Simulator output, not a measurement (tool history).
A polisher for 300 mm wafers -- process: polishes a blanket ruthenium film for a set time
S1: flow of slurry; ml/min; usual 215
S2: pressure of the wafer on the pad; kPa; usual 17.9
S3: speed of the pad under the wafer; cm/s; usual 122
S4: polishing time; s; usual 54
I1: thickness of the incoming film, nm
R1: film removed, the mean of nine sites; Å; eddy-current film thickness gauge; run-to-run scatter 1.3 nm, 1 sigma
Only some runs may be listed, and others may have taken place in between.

Run 1, hour 0.0: usual settings but S3 146 cm/s, S4 62 s; I1 273.4. Result: R1 1105 Å.
Run 2, hour 23.2: usual settings but S3 146 cm/s, S4 62 s; I1 270.7. Result: R1 1091 Å.
Run 3, hour 49.4: usual settings but S3 146 cm/s, S4 62 s; I1 274.5. Result: R1 1072 Å.
At hour 55.3: worn pad replaced by a new one.
Run 4, hour 79.7: usual settings but S2 14.5 kPa; I1 267.3. Result: R1 637 Å.
Run 5, hour 104.6: usual settings but S2 14.5 kPa; I1 270.0. Result: R1 636 Å.
Run 6, hour 129.4: usual settings but S4 43 s; I1 270.7. Result: R1 626 Å.
Run 7, hour 159.1: usual settings but S4 43 s; I1 275.2. Result: R1 626 Å.
At hour 181.9: worn pad replaced by a new one, of another model than before.
Run 8, hour 182.4: usual settings; I1 267.7. Result: R1 792 Å.
Run 9, hour 214.2: usual settings; I1 268.2. Result: R1 786 Å.
Run 10, hour 243.9: usual settings; I1 269.1. Result: R1 834 Å.
Run 11, hour 266.9: usual settings; I1 274.7. Result: R1 785 Å.
Run 12, hour 294.4: usual settings; I1 275.9. Result: R1 815 Å.
At hour 304.9: worn pad replaced by a new one.
Run 13, hour 325.9: usual settings but S2 15.2 kPa; I1 273.0. Result: R1 707 Å.
At hour 349.8: slurry nozzle cleaned.
Run 14, hour 393.9: usual settings but S1 240 ml/min, S4 48 s; I1 272.4. Result: R1 714 Å.
At hour 404.8: head pressure recalibrated.
Run 15, hour 409.9: usual settings but S2 13.8 kPa; I1 271.8. Result: R1 733 Å.
Run 16, hour 427.1: usual settings but S1 180 ml/min, S2 23.4 kPa, S3 136 cm/s, S4 40 s; I1 266.0. Result: R1 854 Å.
Run 17, hour 439.1: usual settings; I1 272.4. Result: R1 864 Å.
At hour 444.4: worn pad replaced by a new one.
Run 18, hour 452.3: usual settings; I1 271.1. Result: R1 863 Å.
Run 19, hour 468.6: usual settings but S1 155 ml/min, S2 11.7 kPa, S3 80 cm/s, S4 67 s; I1 273.4. Result: R1 573 Å.
Run 20, hour 492.9: usual settings; I1 271.3. Result: R1 870 Å.
Run 21, hour 568.6: usual settings but S1 270 ml/min; I1 271.5. Result: R1 884 Å.
At hour 583.3: worn pad replaced by a new one.
Run 22, hour 590.7: usual settings but S1 195 ml/min, S2 20.7 kPa; I1 271.6. Result: R1 923 Å.
Run 23, hour 623.4: usual settings but S1 185 ml/min, S2 23.4 kPa, S3 138 cm/s, S4 64 s; I1 270.7. Result: R1 1328 Å.
Run 24, hour 644.1: usual settings but S2 20.0 kPa, S3 156 cm/s; I1 273.4. Result: R1 1108 Å.

What if the next run were any one of these 5? Each begins from the tool's condition after run 24:
Run A, hour 644.5: usual settings; I1 271.8. Result: R1 ?.
Run B, hour 644.5: usual settings but S1 160 ml/min; I1 271.8. Result: R1 ?.
Run C, hour 644.5: usual settings but S1 160 ml/min, S2 15.9 kPa, S3 104 cm/s, S4 59 s; I1 271.8. Result: R1 ?.
Run D, hour 644.5: usual settings but S1 290 ml/min, S2 21.4 kPa, S4 44 s; I1 271.8. Result: R1 ?.
Run E, hour 644.5: usual settings but S2 22.8 kPa, S3 150 cm/s; I1 271.8. Result: R1 ?.

run    R1
  A   840
  B   779
  C   697
  D   823
  E  1175
Without the tool's unlogged condition, the same runs would have read:
run    R1
  A   877
  B   814
  C   728
  D   859
  E  1228
